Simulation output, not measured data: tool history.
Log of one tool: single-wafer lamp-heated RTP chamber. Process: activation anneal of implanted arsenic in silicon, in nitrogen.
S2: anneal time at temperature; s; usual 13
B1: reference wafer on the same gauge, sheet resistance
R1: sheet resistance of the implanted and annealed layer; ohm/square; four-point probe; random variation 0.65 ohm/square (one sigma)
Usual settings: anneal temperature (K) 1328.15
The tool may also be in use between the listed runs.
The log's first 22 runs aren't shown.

run 23 hour=606.7 | anneal_temperature_(K)=1347.15 S2=13 | B1=382.97 | R1=431.05
run 24 hour=667.6 | anneal_temperature_(K)=1309.15 S2=19 | B1=383.17 | R1=434.26
run 25 hour=693.7 | anneal_temperature_(K)=1328.15 S2=13 | B1=383.41 | R1=433.52
run 26 hour=721.4 | anneal_temperature_(K)=1328.15 S2=16 | B1=383.45 | R1=433.2
run 27 hour=745.8 | anneal_temperature_(K)=1314.15 S2=13 | B1=383.79 | R1=435.45
run 28 hour=767.4 | anneal_temperature_(K)=1328.15 S2=6 | B1=384 | R1=437.28
run 29 hour=780.1 | anneal_temperature_(K)=1307.15 S2=13 | B1=384.03 | R1=436.43
run 30 hour=809.9 | anneal_temperature_(K)=1344.15 S2=13 | B1=384.31 | R1=433.05
run 31 hour=826.5 | anneal_temperature_(K)=1328.15 S2=8 | B1=384.43 | R1=436.49
run 32 hour=857.3 | anneal_temperature_(K)=1307.15 S2=9 | B1=384.89 | R1=438.75
run 33 hour=874.8 | anneal_temperature_(K)=1328.15 S2=13 | B1=385.04 | R1=435.52

3 ways to go on from here, each from the tool as it stands after run 33. What would each give?
run A hour=875.2 | anneal_temperature_(K)=1302.15 S2=13 | B1=? | R1=?
run B hour=875.2 | anneal_temperature_(K)=1328.15 S2=15 | B1=? | R1=?
run C hour=875.2 | anneal_temperature_(K)=1338.15 S2=7 | B1=? | R1=?

run=A B1=385.01 R1=438.68
run=B B1=385.01 R1=435.47
run=C B1=385.01 R1=438.26
Without the tool's hidden state the same runs would have given:
run=A R1=436.4
run=B R1=433.21
run=C R1=435.98

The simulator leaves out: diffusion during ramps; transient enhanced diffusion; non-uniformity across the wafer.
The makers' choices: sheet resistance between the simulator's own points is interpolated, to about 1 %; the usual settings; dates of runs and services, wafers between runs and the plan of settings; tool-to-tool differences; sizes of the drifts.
